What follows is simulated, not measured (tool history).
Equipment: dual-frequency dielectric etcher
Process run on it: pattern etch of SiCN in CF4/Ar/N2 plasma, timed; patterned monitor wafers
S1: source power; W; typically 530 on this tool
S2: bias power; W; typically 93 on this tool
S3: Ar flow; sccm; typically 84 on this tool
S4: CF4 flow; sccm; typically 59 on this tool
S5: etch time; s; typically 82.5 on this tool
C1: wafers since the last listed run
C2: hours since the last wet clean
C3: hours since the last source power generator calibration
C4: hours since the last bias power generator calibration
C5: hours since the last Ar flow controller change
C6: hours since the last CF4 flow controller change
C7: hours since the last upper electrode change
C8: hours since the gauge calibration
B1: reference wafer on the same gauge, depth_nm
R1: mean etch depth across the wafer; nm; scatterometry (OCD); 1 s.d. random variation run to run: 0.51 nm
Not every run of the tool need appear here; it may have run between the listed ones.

Run 1, hour 0: usual settings; C1 0; C2 344.7; C3 1397.2; C4 1771.6; C5 1281.9; C6 2290.3; C7 1896.3; C8 435.2; B1 107.1. Result: R1 85.4 nm.
At hour 17.7: wet clean of the chamber.
Run 2, hour 38.4: usual settings; C1 206; C2 20.7; C3 1435.6; C4 1810; C5 1320.3; C6 2328.7; C7 1934.7; C8 473.6; B1 106.9. Result: R1 84.2 nm.
Run 3, hour 66: usual settings; C1 275; C2 48.3; C3 1463.2; C4 1837.6; C5 1347.9; C6 2356.3; C7 1962.3; C8 501.2; B1 107. Result: R1 86.2 nm.
Run 4, hour 128.8: usual settings; C1 627; C2 111.1; C3 1526; C4 1900.4; C5 1410.7; C6 2419.1; C7 2025.1; C8 564; B1 106.9. Result: R1 85.3 nm.
At hour 162.1: gauge calibrated.
Run 5, hour 270.7: usual settings; C1 1417; C2 253; C3 1667.9; C4 2042.3; C5 1552.6; C6 2561; C7 2167; C8 108.6; B1 106.9. Result: R1 85.1 nm.
Run 6, hour 303: usual settings but S3 75 sccm; C1 322; C2 285.3; C3 1700.2; C4 2074.6; C5 1584.9; C6 2593.3; C7 2199.3; C8 140.9; B1 106.9. Result: R1 87 nm.
Run 7, hour 346.9: usual settings but S3 75 sccm; C1 438; C2 329.2; C3 1744.1; C4 2118.5; C5 1628.8; C6 2637.2; C7 2243.2; C8 184.8; B1 107. Result: R1 86.7 nm.
At hour 392.2: bias power generator calibrated.
At hour 397.7: wet clean of the chamber.
Run 8, hour 409.3: usual settings but S3 75 sccm; C1 529; C2 11.6; C3 1806.5; C4 17.1; C5 1691.2; C6 2699.6; C7 2305.6; C8 247.2; B1 107. Result: R1 86.7 nm.
Run 9, hour 436: usual settings; C1 266; C2 38.3; C3 1833.2; C4 43.8; C5 1717.9; C6 2726.3; C7 2332.3; C8 273.9; B1 106.9. Result: R1 84.9 nm.
At hour 462.3: upper electrode replaced.
Run 10, hour 478.8: usual settings but S1 580 W, S2 85 W, S4 55 sccm; C1 187; C2 81.1; C3 1876; C4 86.6; C5 1760.7; C6 2769.1; C7 16.5; C8 316.7; B1 107. Result: R1 88.7 nm.
At hour 497.9: Ar flow controller replaced.
Run 11, hour 509.2: usual settings but S1 610 W, S3 70 sccm; C1 243; C2 111.5; C3 1906.4; C4 117; C5 11.3; C6 2799.5; C7 46.9; C8 347.1; B1 107. Result: R1 98 nm.
At hour 571.8: source power generator calibrated.
At hour 623.7: CF4 flow controller replaced.
Run 12, hour 690.4: usual settings but S1 430 W, S2 79 W; C1 1710; C2 292.7; C3 118.6; C4 298.2; C5 192.5; C6 66.7; C7 228.1; C8 528.3; B1 107.2. Result: R1 70.6 nm.
At hour 710.2: gauge calibrated.
Run 13, hour 739: usual settings; C1 485; C2 341.3; C3 167.2; C4 346.8; C5 241.1; C6 115.3; C7 276.7; C8 28.8; B1 106.9. Result: R1 88.5 nm.
Run 14, hour 763.7: usual settings but S3 97 sccm, S4 55 sccm, S5 92.5 s; C1 246; C2 366; C3 191.9; C4 371.5; C5 265.8; C6 140; C7 301.4; C8 53.5; B1 107. Result: R1 95.5 nm.
At hour 791.2: wet clean of the chamber.
Run 15, hour 818.4: usual settings; C1 306; C2 27.2; C3 246.6; C4 426.2; C5 320.5; C6 194.7; C7 356.1; C8 108.2; B1 107.2. Result: R1 88.5 nm.
Run 16, hour 846.3: usual settings but S3 100 sccm, S4 71 sccm; C1 278; C2 55.1; C3 274.5; C4 454.1; C5 348.4; C6 222.6; C7 384; C8 136.1; B1 107. Result: R1 88.8 nm.
Run 17, hour 991.9: usual settings but S1 640 W, S2 76 W, S4 70 sccm, S5 98.5 s; C1 1454; C2 200.7; C3 420.1; C4 599.7; C5 494; C6 368.2; C7 529.6; C8 281.7; B1 107.1. Result: R1 118.6 nm.

Had the tool no unlogged condition, and each run kept its random variation, what would the results have been?
Unlogged tool condition in this case: etch rate over this chamber's usual, %; source power that arrives over what is set, %; bias power that arrives over what is set, %; Ar flow that arrives over what is set, %; CF4 flow that arrives over what is set, %; gauge reads high (%).
run     R1
  1   89.6
  2   88.4
  3   90.5
  4   89.6
  5   89.4
  6   91.5
  7   91.2
  8   91.2
  9   89.3
 10   93.4
 11  103.2
 12   71.4
 13   89.8
 14     97
 15   90.3
 16   90.7
 17  121.9
